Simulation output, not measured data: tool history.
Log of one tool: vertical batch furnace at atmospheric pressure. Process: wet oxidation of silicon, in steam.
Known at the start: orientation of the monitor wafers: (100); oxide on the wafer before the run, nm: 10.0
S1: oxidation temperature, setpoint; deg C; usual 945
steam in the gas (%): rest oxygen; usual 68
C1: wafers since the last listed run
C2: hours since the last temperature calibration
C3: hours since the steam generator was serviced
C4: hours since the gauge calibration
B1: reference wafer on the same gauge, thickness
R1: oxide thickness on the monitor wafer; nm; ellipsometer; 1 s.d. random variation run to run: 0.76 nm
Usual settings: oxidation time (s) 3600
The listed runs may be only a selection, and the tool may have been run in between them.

Run 1, hour 0: usual settings; C1 0; C2 2302.6; C3 1778.3; C4 488.2; B1 186.18. Result: R1 191.82 nm.
Run 2, hour 60.2: usual settings; C1 879; C2 2362.8; C3 1838.5; C4 548.4; B1 186.13. Result: R1 192.12 nm.
Run 3, hour 113.7: usual settings but oxidation time (s) 4800; C1 781; C2 2416.3; C3 1892; C4 601.9; B1 186.13. Result: R1 242.06 nm.
Run 4, hour 168.2: usual settings but S1 937 deg C, steam in the gas (%) 75; C1 795; C2 2470.8; C3 1946.5; C4 656.4; B1 185.88. Result: R1 190.68 nm.
Run 5, hour 226.8: usual settings but S1 937 deg C, steam in the gas (%) 75; C1 855; C2 2529.4; C3 2005.1; C4 715; B1 186.13. Result: R1 192.11 nm.
Run 6, hour 267: usual settings but S1 937 deg C, steam in the gas (%) 75; C1 586; C2 2569.6; C3 2045.3; C4 755.2; B1 186.03. Result: R1 191.24 nm.
Run 7, hour 311.5: usual settings; C1 649; C2 2614.1; C3 2089.8; C4 799.7; B1 186.31. Result: R1 191.9 nm.
Run 8, hour 353.4: usual settings; C1 611; C2 2656; C3 2131.7; C4 841.6; B1 186.16. Result: R1 191.36 nm.
Run 9, hour 397.4: usual settings; C1 642; C2 2700; C3 2175.7; C4 885.6; B1 186.04. Result: R1 191.56 nm.
Run 10, hour 447.5: usual settings but S1 964 deg C; C1 731; C2 2750.1; C3 2225.8; C4 935.7; B1 185.95. Result: R1 230.01 nm.
Run 11, hour 510.9: usual settings; C1 925; C2 2813.5; C3 2289.2; C4 999.1; B1 186.07. Result: R1 191.12 nm.
Run 12, hour 564.5: usual settings; C1 782; C2 2867.1; C3 2342.8; C4 1052.7; B1 186.05. Result: R1 191.71 nm.
Run 13, hour 633.5: usual settings; C1 1007; C2 2936.1; C3 2411.8; C4 1121.7; B1 186.08. Result: R1 191.64 nm.
Run 14, hour 660.3: usual settings but S1 931 deg C; C1 391; C2 2962.9; C3 2438.6; C4 1148.5; B1 185.93. Result: R1 164.79 nm.
Run 15, hour 710.7: usual settings; C1 735; C2 3013.3; C3 2489; C4 1198.9; B1 185.97. Result: R1 190.02 nm.
Run 16, hour 767.9: usual settings but S1 965 deg C, oxidation time (s) 2790; C1 835; C2 3070.5; C3 2546.2; C4 1256.1; B1 185.97. Result: R1 191.43 nm.
Run 17, hour 808.8: usual settings but oxidation time (s) 5340, steam in the gas (%) 77; C1 597; C2 3111.4; C3 2587.1; C4 1297; B1 185.92. Result: R1 284.67 nm.
Run 18, hour 975.2: usual settings but S1 963 deg C, oxidation time (s) 5100; C1 2429; C2 3277.8; C3 2753.5; C4 1463.4; B1 186.04. Result: R1 294.7 nm.
Run 19, hour 1010: usual settings but oxidation time (s) 2190; C1 508; C2 3312.6; C3 2788.3; C4 1498.2; B1 186.02. Result: R1 126.38 nm.
Run 20, hour 1053.9: usual settings but steam in the gas (%) 63; C1 641; C2 3356.5; C3 2832.2; C4 1542.1; B1 186.02. Result: R1 179.56 nm.
Run 21, hour 1078.5: usual settings; C1 359; C2 3381.1; C3 2856.8; C4 1566.7; B1 185.85. Result: R1 189.33 nm.
Run 22, hour 1257.3: usual settings but S1 932 deg C, steam in the gas (%) 64; C1 2610; C2 3559.9; C3 3035.6; C4 1745.5; B1 185.71. Result: R1 156.5 nm.
Run 23, hour 1313.6: usual settings but S1 924 deg C, oxidation time (s) 4350; C1 822; C2 3616.2; C3 3091.9; C4 1801.8; B1 185.94. Result: R1 176.97 nm.
Run 24, hour 1340.8: usual settings but oxidation time (s) 2190; C1 397; C2 3643.4; C3 3119.1; C4 1829; B1 185.94. Result: R1 124.84 nm.
Run 25, hour 1372.1: usual settings; C1 457; C2 3674.7; C3 3150.4; C4 1860.3; B1 186. Result: R1 187.92 nm.
Run 26, hour 1416.7: usual settings but S1 967 deg C, steam in the gas (%) 73; C1 651; C2 3719.3; C3 3195; C4 1904.9; B1 185.98. Result: R1 247.14 nm.
At hour 1449.4: gauge calibrated.
At hour 1497.1: steam generator serviced.
Run 27, hour 1535.6: usual settings but steam in the gas (%) 71; C1 1385; C2 3838.2; C3 38.5; C4 86.2; B1 186.06. Result: R1 204.07 nm.
Run 28, hour 1594.3: usual settings but S1 922 deg C, oxidation time (s) 2400, steam in the gas (%) 79; C1 857; C2 3896.9; C3 97.2; C4 144.9; B1 186.17. Result: R1 125.64 nm.
Run 29, hour 1633.7: usual settings but S1 955 deg C, oxidation time (s) 4650, steam in the gas (%) 76; C1 575; C2 3936.3; C3 136.6; C4 184.3; B1 186.05. Result: R1 289.5 nm.
At hour 1671.4: thermocouples replaced and temperature profile calibrated.
Run 30, hour 1671.9: usual settings but S1 953 deg C, oxidation time (s) 4470, steam in the gas (%) 76; C1 207; C2 0.5; C3 174.8; C4 222.5; B1 185.91. Result: R1 274.13 nm.
Run 31, hour 1717.2: usual settings but S1 922 deg C, oxidation time (s) 2400, steam in the gas (%) 79; C1 661; C2 45.8; C3 220.1; C4 267.8; B1 186.14. Result: R1 123.93 nm.
Run 32, hour 1791.5: usual settings; C1 1084; C2 120.1; C3 294.4; C4 342.1; B1 186.17. Result: R1 196.93 nm.
Run 33, hour 1828.7: usual settings; C1 543; C2 157.3; C3 331.6; C4 379.3; B1 185.98. Result: R1 196.44 nm.
Run 34, hour 1881.2: usual settings; C1 766; C2 209.8; C3 384.1; C4 431.8; B1 185.96. Result: R1 195.83 nm.
Run 35, hour 1950: usual settings but S1 968 deg C, oxidation time (s) 2670, steam in the gas (%) 64; C1 1004; C2 278.6; C3 452.9; C4 500.6; B1 185.97. Result: R1 185.88 nm.
Run 36, hour 2017: usual settings but S1 963 deg C, oxidation time (s) 4410, steam in the gas (%) 74; C1 978; C2 345.6; C3 519.9; C4 567.6; B1 186.13. Result: R1 290.55 nm.
Run 37, hour 2159.2: usual settings but S1 964 deg C, oxidation time (s) 2190; C1 2076; C2 487.8; C3 662.1; C4 709.8; B1 185.88. Result: R1 160.27 nm.

Hidden state, per run?
true tube temperature minus thermocouple reading, K: 0, the same for each run
gauge reads high (%): 0, the same for each run
H1: steam share off its setpoint, % of the setpoint
run      H1
  1   -2.36
  2   -2.46
  3   -2.56
  4   -2.66
  5   -2.77
  6   -2.85
  7   -2.94
  8   -3.02
  9   -3.11
 10   -3.22
 11   -3.36
 12   -3.48
 13   -3.64
 14    -3.7
 15   -3.82
 16   -3.96
 17   -4.06
 18   -4.48
 19   -4.58
 20    -4.7
 21   -4.76
 22   -5.27
 23   -5.44
 24   -5.52
 25   -5.61
 26   -5.75
 27    -0.5
 28  -0.504
 29  -0.508
 30  -0.514
 31  -0.522
 32  -0.541
 33  -0.552
 34   -0.57
 35  -0.598
 36  -0.629
 37   -0.71
